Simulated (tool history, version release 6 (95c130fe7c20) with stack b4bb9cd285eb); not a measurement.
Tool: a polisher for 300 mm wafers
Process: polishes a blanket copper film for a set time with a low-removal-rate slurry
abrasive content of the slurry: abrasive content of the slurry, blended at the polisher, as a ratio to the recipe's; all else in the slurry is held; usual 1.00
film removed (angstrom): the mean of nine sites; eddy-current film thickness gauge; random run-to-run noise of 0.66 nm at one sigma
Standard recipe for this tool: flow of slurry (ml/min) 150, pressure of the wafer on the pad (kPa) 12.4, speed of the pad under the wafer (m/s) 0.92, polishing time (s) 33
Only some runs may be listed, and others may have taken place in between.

run,hour,flow of slurry (ml/min),pressure of the wafer on the pad (kPa),speed of the pad under the wafer (m/s),abrasive content of the slurry,polishing time (s),wafers since the last listed run,wafers polished on this pad,hours since the slurry nozzle was cleaned,hours since the head pressure was calibrated,hours since the slurry blender was calibrated,"incoming thickness of the incoming film, nm",film removed (angstrom)
1,0.0,150,12.4,0.92,1.00,33,0,538,15.6,707.6,165.9,1285.7,509
2,20.4,150,12.4,0.92,1.00,33,153,691,36.0,728.0,186.3,1285.7,511
# hour 87.7: slurry blender recalibrated
3,119.3,150,12.4,0.92,1.00,33,728,1419,134.9,826.9,31.6,1311.4,509
# hour 132.7: worn pad replaced by a new one
4,153.4,150,13.8,0.92,1.00,33,226,155,169.0,861.0,65.7,1290.4,559
# hour 192.4: slurry nozzle cleaned
5,231.1,150,13.8,0.92,1.00,33,576,732,38.7,938.7,143.4,1292.7,544
6,259.6,150,9.7,0.68,1.00,33,214,946,67.2,967.2,171.9,1273.8,319
7,281.5,150,9.7,0.68,1.00,33,164,1110,89.1,989.1,193.8,1300.7,318
8,312.3,180,12.4,0.78,1.00,33,231,1342,119.9,1019.9,224.6,1266.9,441
# hour 326.9: slurry blender recalibrated
9,329.3,180,12.4,0.78,1.00,33,112,1455,136.9,1036.9,2.4,1298.8,451
10,345.3,150,12.4,1.10,1.00,33,120,1575,152.9,1052.9,18.4,1272.6,595
11,374.6,150,12.4,1.10,1.00,33,220,1795,182.2,1082.2,47.7,1278.3,588
# hour 381.4: worn pad replaced by a new one
12,389.3,150,9.0,0.92,1.00,33,80,59,196.9,1096.9,62.4,1273.6,379
13,413.8,150,12.4,1.10,1.00,33,184,243,221.4,1121.4,86.9,1309.1,601
# hour 424.1: slurry nozzle cleaned
14,440.2,150,12.4,1.02,0.80,29,190,434,16.1,1147.8,113.3,1283.1,469
# hour 451.5: head pressure recalibrated
15,473.2,130,9.7,0.74,1.00,41,233,667,49.1,21.7,146.3,1287.9,417
16,506.9,150,12.4,0.92,1.00,33,253,921,82.8,55.4,180.0,1277.1,510
17,535.9,190,12.4,0.74,1.20,40,218,1139,111.8,84.4,209.0,1292.5,527
18,569.7,150,12.4,0.92,1.00,33,254,1393,145.6,118.2,242.8,1288.4,512
# hour 578.4: slurry blender recalibrated
# hour 600.7: worn pad replaced by a new one
19,601.2,150,12.4,0.92,1.00,33,191,3,177.1,149.7,22.8,1296.6,515
20,630.9,150,11.0,1.08,1.00,33,223,226,206.8,179.4,52.5,1278.7,534
21,666.0,120,15.2,0.92,1.00,26,263,490,241.9,214.5,87.6,1276.9,459
# hour 668.3: slurry nozzle cleaned
22,691.4,150,12.4,0.92,1.00,33,183,674,23.1,239.9,113.0,1277.0,507
23,724.7,150,12.4,0.92,1.00,33,250,924,56.4,273.2,146.3,1292.9,500
24,751.1,150,12.4,0.92,1.00,33,198,1122,82.8,299.6,172.7,1290.9,517
25,772.8,150,13.8,0.92,0.80,33,163,1286,104.5,321.3,194.4,1289.6,525
26,788.1,190,13.8,0.74,1.00,22,115,1401,119.8,336.6,209.7,1310.2,310
# hour 824.3: worn pad replaced by a new one
27,824.8,150,9.7,1.12,1.15,30,245,3,156.5,373.3,246.4,1302.2,468
# hour 845.0: slurry blender recalibrated
28,857.6,170,12.4,0.92,1.00,33,231,234,189.3,406.1,12.6,1303.8,530
29,886.1,150,15.9,0.92,1.00,33,214,449,217.8,434.6,41.1,1302.5,620
30,905.2,195,9.0,0.70,1.00,39,143,592,236.9,453.7,60.2,1283.6,367
31,930.7,150,12.4,0.92,1.00,33,191,784,262.4,479.2,85.7,1289.9,513

What if the next run were any one of these 3? Each begins from the tool's condition after run 31:
A,931.1,150,12.4,0.92,1.00,33,3,787,262.8,479.6,86.1,1271.6,?
B,931.1,200,12.4,0.92,0.75,33,3,787,262.8,479.6,86.1,1271.6,?
C,931.1,150,15.2,0.92,1.25,33,3,787,262.8,479.6,86.1,1271.6,?

run,film removed (angstrom)
A,507
B,501
C,624
Had the tool no hidden state, the same runs would have come out as:
run,film removed (angstrom)
A,507
B,501
C,624
